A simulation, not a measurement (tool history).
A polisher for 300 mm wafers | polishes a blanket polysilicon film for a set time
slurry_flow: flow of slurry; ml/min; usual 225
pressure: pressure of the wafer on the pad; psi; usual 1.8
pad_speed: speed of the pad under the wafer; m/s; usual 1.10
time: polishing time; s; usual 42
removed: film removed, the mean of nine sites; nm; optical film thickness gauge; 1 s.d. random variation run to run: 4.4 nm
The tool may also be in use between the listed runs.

run   hour  slurry_flow  pressure  pad_speed  time  wafers since the last listed run  wafers polished on this pad  hours since the slurry nozzle was cleaned  hours since the head pressure was calibrated  incoming thickness of the incoming film, nm  removed
  1    0.0          225       1.8       1.10    42                                 0                         2594                                      302.6                                         373.6                                       2267.7    278.6
       0.5  -- worn pad replaced by a new one
  2   56.2          225       1.8       1.10    42                               658                          658                                      358.8                                         429.8                                       2278.2    282.1
  3   85.7          225       1.8       1.10    42                               348                         1006                                      388.3                                         459.3                                       2335.1    282.8
  4  131.1          225       1.8       1.10    42                               536                         1543                                      433.7                                         504.7                                       2295.2    279.7
  5  158.3          225       1.8       1.10    42                               321                         1864                                      460.9                                         531.9                                       2287.4    279.6
     182.8  -- worn pad replaced by a new one
  6  191.3          280       1.8       1.10    42                               342                          100                                      493.9                                         564.9                                       2305.3    301.7
     207.7  -- slurry nozzle cleaned
  7  241.2          280       1.8       1.10    42                               577                          677                                       33.5                                         614.8                                       2313.5    295.0
  8  267.1          280       1.8       1.10    42                               305                          983                                       59.4                                         640.7                                       2290.9    295.3
  9  310.5          225       1.8       1.10    42                               512                         1496                                      102.8                                         684.1                                       2273.5    284.4
 10  377.3          285       1.8       1.10    52                               789                         2285                                      169.6                                         750.9                                       2261.9    364.8
     400.5  -- worn pad replaced by a new one
 11  438.7          170       1.3       0.82    54                               678                          451                                      231.0                                         812.3                                       2280.6    187.1
 12  493.0          225       1.8       1.10    42                               641                         1093                                      285.3                                         866.6                                       2264.7    286.8
 13  545.2          165       1.2       0.90    51                               616                         1709                                      337.5                                         918.8                                       2301.4    175.9
 14  606.0          225       1.8       1.10    34                               718                         2427                                      398.3                                         979.6                                       2303.9    226.4
     627.9  -- worn pad replaced by a new one
     644.2  -- head pressure recalibrated
 15  670.8          160       2.4       1.10    55                               694                          483                                      463.1                                          26.6                                       2306.5    472.3
     678.1  -- slurry nozzle cleaned
     817.5  -- worn pad replaced by a new one
 16  870.9          225       1.6       1.10    42                              2304                          630                                      192.8                                         226.7                                       2273.5    248.3
 17  928.6          285       1.8       1.10    52                               681                         1312                                      250.5                                         284.4                                       2296.2    343.5
 18  996.6          225       1.8       0.88    42                               803                         2115                                      318.5                                         352.4                                       2276.0    221.1

Exercise: give the hidden state of the tool at every run:
slurry flow missing at the pad, %: 0 in every run
deviation of the head's pressure from its setpoint, %: 0 in every run
H1: removal rate lost through wear of the pad, %
run    H1
  1  6.99
  2  4.48
  3  5.44
  4  6.29
  5  6.59
  6  1.01
  7   3.9
  8  4.73
  9  5.57
 10  6.15
 11  2.99
 12  4.94
 13  5.78
 14   6.2
 15  3.14
 16  3.84
 17  5.46
 18  6.21
